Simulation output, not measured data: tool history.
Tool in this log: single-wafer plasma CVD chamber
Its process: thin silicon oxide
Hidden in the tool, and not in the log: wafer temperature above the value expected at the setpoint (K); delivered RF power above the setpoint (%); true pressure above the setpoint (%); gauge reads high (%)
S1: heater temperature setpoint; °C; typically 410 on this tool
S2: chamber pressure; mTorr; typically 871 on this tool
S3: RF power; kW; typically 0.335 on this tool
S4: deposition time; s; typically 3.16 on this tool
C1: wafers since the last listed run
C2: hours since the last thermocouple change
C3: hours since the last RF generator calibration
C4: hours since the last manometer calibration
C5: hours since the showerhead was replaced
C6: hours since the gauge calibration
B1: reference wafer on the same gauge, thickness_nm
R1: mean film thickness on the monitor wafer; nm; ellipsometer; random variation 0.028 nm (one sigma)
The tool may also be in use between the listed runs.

Run 1, hour 0.0: usual settings; C1 0; C2 1579.2; C3 1077.5; C4 567.6; C5 2211.7; C6 2207.1; B1 5.353. Result: R1 6.365 nm.
Run 2, hour 108.0: usual settings; C1 4318; C2 1687.2; C3 1185.5; C4 675.6; C5 2319.7; C6 2315.1; B1 5.345. Result: R1 6.341 nm.
At hour 119.1: gauge calibrated.
Run 3, hour 197.2: usual settings; C1 3566; C2 1776.4; C3 1274.7; C4 764.8; C5 2408.9; C6 78.1; B1 5.352. Result: R1 6.299 nm.
Run 4, hour 286.1: usual settings; C1 3554; C2 1865.3; C3 1363.6; C4 853.7; C5 2497.8; C6 167.0; B1 5.349. Result: R1 6.362 nm.
Run 5, hour 357.9: usual settings but S1 414 °C, S3 0.395 kW; C1 2871; C2 1937.1; C3 1435.4; C4 925.5; C5 2569.6; C6 238.8; B1 5.344. Result: R1 6.902 nm.
Run 6, hour 421.2: usual settings but S3 0.375 kW; C1 2531; C2 2000.4; C3 1498.7; C4 988.8; C5 2632.9; C6 302.1; B1 5.349. Result: R1 6.761 nm.
Run 7, hour 525.4: usual settings but S1 396 °C, S2 761 mTorr, S4 2.67 s; C1 4166; C2 2104.6; C3 1602.9; C4 1093.0; C5 2737.1; C6 406.3; B1 5.342. Result: R1 4.931 nm.
Run 8, hour 578.3: usual settings but S1 405 °C, S3 0.280 kW; C1 2115; C2 2157.5; C3 1655.8; C4 1145.9; C5 2790.0; C6 459.2; B1 5.360. Result: R1 5.670 nm.
Run 9, hour 641.9: usual settings but S1 424 °C; C1 2543; C2 2221.1; C3 1719.4; C4 1209.5; C5 2853.6; C6 522.8; B1 5.346. Result: R1 6.262 nm.
Run 10, hour 699.4: usual settings; C1 2299; C2 2278.6; C3 1776.9; C4 1267.0; C5 2911.1; C6 580.3; B1 5.347. Result: R1 6.305 nm.
At hour 741.0: capacitance manometer re-zeroed and calibrated.
Run 11, hour 772.7: usual settings but S3 0.400 kW, S4 2.76 s; C1 2611; C2 2351.9; C3 1850.2; C4 31.7; C5 2984.4; C6 653.6; B1 5.348. Result: R1 6.055 nm.
Run 12, hour 848.0: usual settings but S3 0.280 kW; C1 3011; C2 2427.2; C3 1925.5; C4 107.0; C5 3059.7; C6 728.9; B1 5.346. Result: R1 5.609 nm.
At hour 877.2: showerhead replaced.
Run 13, hour 937.4: usual settings but S1 419 °C; C1 3255; C2 2516.6; C3 2014.9; C4 196.4; C5 60.2; C6 818.3; B1 5.347. Result: R1 6.253 nm.
Run 14, hour 995.2: usual settings but S1 422 °C, S2 950 mTorr, S4 3.45 s; C1 2311; C2 2574.4; C3 2072.7; C4 254.2; C5 118.0; C6 876.1; B1 5.346. Result: R1 7.227 nm.
At hour 1022.4: thermocouple changed; heater temperature recalibrated.
Run 15, hour 1071.0: usual settings; C1 2711; C2 48.6; C3 2148.5; C4 330.0; C5 193.8; C6 951.9; B1 5.351. Result: R1 6.287 nm.
Run 16, hour 1177.9: usual settings but S4 3.42 s; C1 4274; C2 155.5; C3 2255.4; C4 436.9; C5 300.7; C6 1058.8; B1 5.349. Result: R1 6.858 nm.
At hour 1218.9: RF generator calibrated.
Run 17, hour 1231.3: usual settings but S3 0.285 kW; C1 1815; C2 208.9; C3 12.4; C4 490.3; C5 354.1; C6 1112.2; B1 5.357. Result: R1 5.955 nm.
Run 18, hour 1453.2: usual settings but S4 3.50 s; C1 8873; C2 430.8; C3 234.3; C4 712.2; C5 576.0; C6 1334.1; B1 5.352. Result: R1 7.213 nm.
Run 19, hour 1509.7: usual settings but S1 399 °C, S3 0.375 kW, S4 3.40 s; C1 2259; C2 487.3; C3 290.8; C4 768.7; C5 632.5; C6 1390.6; B1 5.346. Result: R1 7.516 nm.
Run 20, hour 1603.6: usual settings but S3 0.305 kW, S4 3.57 s; C1 3754; C2 581.2; C3 384.7; C4 862.6; C5 726.4; C6 1484.5; B1 5.352. Result: R1 6.949 nm.
Run 21, hour 1691.4: usual settings but S1 416 °C, S2 1061 mTorr, S3 0.310 kW, S4 3.68 s; C1 3510; C2 669.0; C3 472.5; C4 950.4; C5 814.2; C6 1572.3; B1 5.347. Result: R1 8.042 nm.
Run 22, hour 1737.5: usual settings but S4 3.53 s; C1 1843; C2 715.1; C3 518.6; C4 996.5; C5 860.3; C6 1618.4; B1 5.351. Result: R1 7.177 nm.
Run 23, hour 1815.3: usual settings but S2 661 mTorr, S4 3.38 s; C1 3111; C2 792.9; C3 596.4; C4 1074.3; C5 938.1; C6 1696.2; B1 5.350. Result: R1 5.740 nm.
Run 24, hour 1893.5: usual settings but S1 421 °C, S4 2.58 s; C1 3127; C2 871.1; C3 674.6; C4 1152.5; C5 1016.3; C6 1774.4; B1 5.349. Result: R1 5.220 nm.
Run 25, hour 1949.5: usual settings; C1 2239; C2 927.1; C3 730.6; C4 1208.5; C5 1072.3; C6 1830.4; B1 5.354. Result: R1 6.440 nm.
Run 26, hour 2001.1: usual settings; C1 2063; C2 978.7; C3 782.2; C4 1260.1; C5 1123.9; C6 1882.0; B1 5.353. Result: R1 6.410 nm.
At hour 2046.0: capacitance manometer re-zeroed and calibrated.
Run 27, hour 2073.7: usual settings but S3 0.380 kW, S4 2.81 s; C1 2583; C2 1051.3; C3 854.8; C4 27.7; C5 1196.5; C6 1954.6; B1 5.360. Result: R1 6.086 nm.

Consider 5 possible next runs. They are alternatives, not a sequence: every one starts from the tool as it was left by run 27. What does each give?
Run A, hour 2074.1: usual settings but S3 0.270 kW; C1 15; C2 1051.7; C3 855.2; C4 28.1; C5 1196.9; C6 1955.0; B1 ?. Result: R1 ?.
Run B, hour 2074.1: usual settings but S4 2.54 s; C1 15; C2 1051.7; C3 855.2; C4 28.1; C5 1196.9; C6 1955.0; B1 ?. Result: R1 ?.
Run C, hour 2074.1: usual settings but S1 416 °C, S3 0.365 kW; C1 15; C2 1051.7; C3 855.2; C4 28.1; C5 1196.9; C6 1955.0; B1 ?. Result: R1 ?.
Run D, hour 2074.1: usual settings but S1 417 °C, S4 2.94 s; C1 15; C2 1051.7; C3 855.2; C4 28.1; C5 1196.9; C6 1955.0; B1 ?. Result: R1 ?.
Run E, hour 2074.1: usual settings but S4 2.81 s; C1 15; C2 1051.7; C3 855.2; C4 28.1; C5 1196.9; C6 1955.0; B1 ?. Result: R1 ?.

run     B1     R1
  A  5.351  5.561
  B  5.351  5.155
  C  5.351  6.698
  D  5.351  5.941
  E  5.351  5.702
What these runs would have given with no unlogged condition in the tool:
run     R1
  A  5.793
  B  5.337
  C  6.921
  D  6.151
  E  5.903
